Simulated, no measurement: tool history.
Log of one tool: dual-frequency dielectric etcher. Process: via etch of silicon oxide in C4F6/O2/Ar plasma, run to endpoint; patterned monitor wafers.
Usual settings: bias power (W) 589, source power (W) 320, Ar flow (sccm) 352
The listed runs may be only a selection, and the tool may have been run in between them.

run,hour,bias power (W),source power (W),Ar flow (sccm),"incoming incoming film thickness, nm",endpoint time (s)
1,0,589,270,352,105,25.5
2,92.4,589,270,352,104.6,25.5
3,148.4,589,320,352,105.5,23.7
4,415.5,690,320,352,104.3,22.5
5,519.6,589,370,385,103.5,21.7
6,609.8,589,370,385,104.4,21.2
7,655.8,589,320,352,105.1,22.9
8,721.6,589,320,352,104.2,23
9,799.7,639,320,352,104.6,22.2
10,889.5,639,320,352,104.4,22.7
11,953.2,589,320,352,104.9,23.5
12,1027.2,448,390,410,106.1,23.3
13,1084.9,714,320,302,104,22
14,1202,676,350,384,104,20.8
15,1229.3,589,320,352,104.4,22.8
16,1330.3,589,400,406,105,20.8
17,1421.2,589,320,352,104.2,23.1
18,1497.8,589,320,266,105.6,22.6
19,1562.5,478,250,296,105.1,28.4
20,1606.2,541,400,352,104.8,21.1
21,1643.5,638,260,329,104.9,25.9
22,1686.8,589,370,269,104.6,20.9
23,1730.9,650,320,405,104.4,23.4
24,1809,589,360,352,104.3,22.6
25,2005.6,526,300,320,104.8,24.5
26,2233.8,589,320,440,105.7,24.3
27,2274.5,589,320,352,104,23.4
28,2381.3,589,320,352,104.4,23.5
29,2418.3,589,320,352,104.9,23.8
30,2506.7,589,400,401,104.1,21.4

Taken out of this log: 8 entries between the listed runs. Where each belongs, and how the hidden state differs across it:
Runs 2 to 3: Ar flow controller replaced (hour 121.3)
  etch rate over this chamber's usual, %: -1.22 -> -1.66
  measured result minus the result with no hidden state, endpoint time (s): +0.3 -> +0.4
Runs 5 to 6: wet clean of the chamber (hour 606.5)
  etch rate over this chamber's usual, %: -4.57 -> 0.621
  measured result minus the result with no hidden state, endpoint time (s): +1 -> -0.1
Runs 8 to 9: source power generator calibrated (hour 792.8)
  etch rate over this chamber's usual, %: -0.256 -> -0.869
  measured result minus the result with no hidden state, endpoint time (s): +0.1 -> +0.2
Runs 13 to 14: wet clean of the chamber (hour 1201.5)
  etch rate over this chamber's usual, %: -3.11 -> 0.284
  measured result minus the result with no hidden state, endpoint time (s): +0.7 -> +0
Runs 17 to 18: upper electrode replaced (hour 1473.8)
  etch rate over this chamber's usual, %: -1.44 -> -2.04
  measured result minus the result with no hidden state, endpoint time (s): +0.4 -> +0.5
Runs 21 to 22: Ar flow controller replaced (hour 1652.1)
  etch rate over this chamber's usual, %: -3.18 -> -3.52
  measured result minus the result with no hidden state, endpoint time (s): +0.8 -> +0.8
Runs 23 to 24: bias power generator calibrated (hour 1757.7)
  etch rate over this chamber's usual, %: -3.87 -> -4.48
  measured result minus the result with no hidden state, endpoint time (s): +0.9 -> +1.1
Runs 24 to 25: wet clean of the chamber (hour 1861.1)
  etch rate over this chamber's usual, %: -4.48 -> -0.795
  measured result minus the result with no hidden state, endpoint time (s): +1.1 -> +0.2
